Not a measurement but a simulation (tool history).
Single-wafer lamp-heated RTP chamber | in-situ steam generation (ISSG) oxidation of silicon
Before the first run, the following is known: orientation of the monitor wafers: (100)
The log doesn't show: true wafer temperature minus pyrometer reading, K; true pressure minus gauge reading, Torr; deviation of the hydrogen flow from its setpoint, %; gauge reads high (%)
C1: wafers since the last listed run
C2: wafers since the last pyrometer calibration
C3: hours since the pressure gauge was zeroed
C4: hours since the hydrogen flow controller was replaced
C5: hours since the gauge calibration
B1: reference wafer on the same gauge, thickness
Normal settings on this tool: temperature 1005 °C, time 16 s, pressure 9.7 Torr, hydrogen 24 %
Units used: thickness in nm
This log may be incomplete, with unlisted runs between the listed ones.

{"run": 1, "hour": 0.0, "temperature": 1005, "time": 16, "pressure": 9.7, "hydrogen": 24, "C1": 0, "C2": 6367, "C3": 429.6, "C4": 5557.7, "C5": 1936.2, "B1": 5.593, "thickness": 5.232}
{"hour": 68.7, "done": "pyrometer window cleaned and pyrometer calibrated"}
{"run": 2, "hour": 69.2, "temperature": 1005, "time": 21, "pressure": 9.7, "hydrogen": 24, "C1": 657, "C2": 5, "C3": 498.8, "C4": 5626.9, "C5": 2005.4, "B1": 5.596, "thickness": 5.807}
{"run": 3, "hour": 109.6, "temperature": 1005, "time": 21, "pressure": 9.7, "hydrogen": 24, "C1": 433, "C2": 439, "C3": 539.2, "C4": 5667.3, "C5": 2045.8, "B1": 5.593, "thickness": 5.804}
{"run": 4, "hour": 191.8, "temperature": 1005, "time": 16, "pressure": 9.7, "hydrogen": 24, "C1": 882, "C2": 1322, "C3": 621.4, "C4": 5749.5, "C5": 2128, "B1": 5.588, "thickness": 5.139}
{"run": 5, "hour": 239.5, "temperature": 1005, "time": 16, "pressure": 9.7, "hydrogen": 24, "C1": 512, "C2": 1834, "C3": 669.1, "C4": 5797.2, "C5": 2175.7, "B1": 5.59, "thickness": 5.143}
{"run": 6, "hour": 339.6, "temperature": 1005, "time": 16, "pressure": 9.7, "hydrogen": 24, "C1": 1075, "C2": 2909, "C3": 769.2, "C4": 5897.3, "C5": 2275.8, "B1": 5.591, "thickness": 5.225}
{"run": 7, "hour": 426.5, "temperature": 991, "time": 16, "pressure": 9.7, "hydrogen": 24, "C1": 933, "C2": 3842, "C3": 856.1, "C4": 5984.2, "C5": 2362.7, "B1": 5.581, "thickness": 4.944}
{"run": 8, "hour": 523.6, "temperature": 991, "time": 16, "pressure": 9.7, "hydrogen": 24, "C1": 1042, "C2": 4885, "C3": 953.2, "C4": 6081.3, "C5": 2459.8, "B1": 5.588, "thickness": 4.943}
{"run": 9, "hour": 579.7, "temperature": 991, "time": 16, "pressure": 9.7, "hydrogen": 24, "C1": 602, "C2": 5488, "C3": 1009.3, "C4": 6137.4, "C5": 2515.9, "B1": 5.59, "thickness": 4.92}
{"run": 10, "hour": 672.3, "temperature": 994, "time": 16, "pressure": 9.7, "hydrogen": 24, "C1": 994, "C2": 6482, "C3": 1101.9, "C4": 6230, "C5": 2608.5, "B1": 5.593, "thickness": 4.992}
{"run": 11, "hour": 765.9, "temperature": 1005, "time": 16, "pressure": 9.7, "hydrogen": 24, "C1": 1005, "C2": 7488, "C3": 1195.5, "C4": 6323.6, "C5": 2702.1, "B1": 5.594, "thickness": 5.22}
{"run": 12, "hour": 838.1, "temperature": 1005, "time": 16, "pressure": 9.7, "hydrogen": 24, "C1": 775, "C2": 8263, "C3": 1267.7, "C4": 6395.8, "C5": 2774.3, "B1": 5.594, "thickness": 5.213}
{"hour": 855.5, "done": "pyrometer window cleaned and pyrometer calibrated"}
{"run": 13, "hour": 882.6, "temperature": 1005, "time": 16, "pressure": 9.7, "hydrogen": 24, "C1": 392, "C2": 291, "C3": 1312.2, "C4": 6440.3, "C5": 2818.8, "B1": 5.581, "thickness": 5.312}
{"hour": 923.9, "done": "hydrogen flow controller replaced"}
{"run": 14, "hour": 982.9, "temperature": 1005, "time": 16, "pressure": 9.7, "hydrogen": 24, "C1": 991, "C2": 1282, "C3": 1412.5, "C4": 59, "C5": 2919.1, "B1": 5.583, "thickness": 5.336}
{"run": 15, "hour": 1249.3, "temperature": 1005, "time": 16, "pressure": 9.7, "hydrogen": 24, "C1": 2861, "C2": 4143, "C3": 1678.9, "C4": 325.4, "C5": 3185.5, "B1": 5.593, "thickness": 5.397}
{"hour": 1285.4, "done": "pyrometer window cleaned and pyrometer calibrated, repeated, since the last time left the tool worse"}
{"run": 16, "hour": 1332.1, "temperature": 1023, "time": 11, "pressure": 9.7, "hydrogen": 14, "C1": 803, "C2": 501, "C3": 1761.7, "C4": 408.2, "C5": 3268.3, "B1": 5.591, "thickness": 4.108}
{"run": 17, "hour": 1376.3, "temperature": 1005, "time": 16, "pressure": 9.7, "hydrogen": 27, "C1": 474, "C2": 976, "C3": 1805.9, "C4": 452.4, "C5": 3312.5, "B1": 5.586, "thickness": 5.304}
{"run": 18, "hour": 1425.7, "temperature": 986, "time": 16, "pressure": 8.7, "hydrogen": 24, "C1": 530, "C2": 1507, "C3": 1855.3, "C4": 501.8, "C5": 3361.9, "B1": 5.594, "thickness": 4.879}
{"run": 19, "hour": 1492.6, "temperature": 1005, "time": 16, "pressure": 9.7, "hydrogen": 24, "C1": 718, "C2": 2225, "C3": 1922.2, "C4": 568.7, "C5": 3428.8, "B1": 5.59, "thickness": 5.189}
{"hour": 1501.4, "done": "gauge calibrated"}
{"run": 20, "hour": 1546.3, "temperature": 1005, "time": 22, "pressure": 8.9, "hydrogen": 24, "C1": 576, "C2": 2802, "C3": 1975.9, "C4": 622.4, "C5": 44.9, "B1": 5.592, "thickness": 6.077}
{"run": 21, "hour": 1621.9, "temperature": 996, "time": 16, "pressure": 10.2, "hydrogen": 24, "C1": 811, "C2": 3614, "C3": 2051.5, "C4": 698, "C5": 120.5, "B1": 5.595, "thickness": 4.969}
{"run": 22, "hour": 1689.2, "temperature": 1005, "time": 16, "pressure": 9.7, "hydrogen": 24, "C1": 722, "C2": 4337, "C3": 2118.8, "C4": 765.3, "C5": 187.8, "B1": 5.59, "thickness": 5.179}
{"run": 23, "hour": 1768.4, "temperature": 1005, "time": 16, "pressure": 9.7, "hydrogen": 24, "C1": 850, "C2": 5187, "C3": 2198, "C4": 844.5, "C5": 267, "B1": 5.587, "thickness": 5.209}
{"run": 24, "hour": 1836.9, "temperature": 1005, "time": 20, "pressure": 10.1, "hydrogen": 19, "C1": 735, "C2": 5923, "C3": 2266.5, "C4": 913, "C5": 335.5, "B1": 5.597, "thickness": 5.436}
{"hour": 1888.0, "done": "pressure gauge zeroed"}
{"hour": 1908.4, "done": "pyrometer window cleaned and pyrometer calibrated"}
{"run": 25, "hour": 1908.9, "temperature": 1005, "time": 16, "pressure": 9.7, "hydrogen": 16, "C1": 601, "C2": 5, "C3": 20.9, "C4": 985, "C5": 407.5, "B1": 5.592, "thickness": 4.664}
{"run": 26, "hour": 1983.4, "temperature": 1005, "time": 16, "pressure": 9.7, "hydrogen": 24, "C1": 800, "C2": 805, "C3": 95.4, "C4": 1059.5, "C5": 482, "B1": 5.593, "thickness": 5.15}
{"run": 27, "hour": 2064.9, "temperature": 1023, "time": 12, "pressure": 8.8, "hydrogen": 30, "C1": 875, "C2": 1680, "C3": 176.9, "C4": 1141, "C5": 563.5, "B1": 5.59, "thickness": 5.251}
{"run": 28, "hour": 2101.6, "temperature": 986, "time": 11, "pressure": 9.7, "hydrogen": 14, "C1": 394, "C2": 2074, "C3": 213.6, "C4": 1177.7, "C5": 600.2, "B1": 5.587, "thickness": 3.638}
{"run": 29, "hour": 2184.8, "temperature": 1005, "time": 16, "pressure": 10.2, "hydrogen": 19, "C1": 893, "C2": 2968, "C3": 296.8, "C4": 1260.9, "C5": 683.4, "B1": 5.591, "thickness": 4.892}
{"run": 30, "hour": 2222.5, "temperature": 1013, "time": 16, "pressure": 9.7, "hydrogen": 24, "C1": 404, "C2": 3373, "C3": 334.5, "C4": 1298.6, "C5": 721.1, "B1": 5.594, "thickness": 5.382}
{"run": 31, "hour": 2387.9, "temperature": 1019, "time": 18, "pressure": 9.7, "hydrogen": 27, "C1": 1776, "C2": 5149, "C3": 499.9, "C4": 1464, "C5": 886.5, "B1": 5.588, "thickness": 5.994}
{"run": 32, "hour": 2495.1, "temperature": 1005, "time": 22, "pressure": 9.7, "hydrogen": 17, "C1": 1151, "C2": 6301, "C3": 607.1, "C4": 1571.2, "C5": 993.7, "B1": 5.584, "thickness": 5.629}

3 ways to go on from here, each from the tool as it stands after run 32. What would each give?
{"run": "A", "hour": 2495.5, "temperature": 1005, "time": 16, "pressure": 10.2, "hydrogen": 24, "C1": 4, "C2": 6305, "C3": 607.5, "C4": 1571.6, "C5": 994.1, "B1": "?", "thickness": "?"}
{"run": "B", "hour": 2495.5, "temperature": 989, "time": 16, "pressure": 9.7, "hydrogen": 24, "C1": 4, "C2": 6305, "C3": 607.5, "C4": 1571.6, "C5": 994.1, "B1": "?", "thickness": "?"}
{"run": "C", "hour": 2495.5, "temperature": 1005, "time": 18, "pressure": 8.7, "hydrogen": 24, "C1": 4, "C2": 6305, "C3": 607.5, "C4": 1571.6, "C5": 994.1, "B1": "?", "thickness": "?"}

run=A B1=5.589 thickness=5.168
run=B B1=5.589 thickness=4.91
run=C B1=5.589 thickness=5.6
Stripped of hidden state, with their random variation kept, the same runs would have yielded:
run=A thickness=5.065
run=B thickness=4.822
run=C thickness=5.485

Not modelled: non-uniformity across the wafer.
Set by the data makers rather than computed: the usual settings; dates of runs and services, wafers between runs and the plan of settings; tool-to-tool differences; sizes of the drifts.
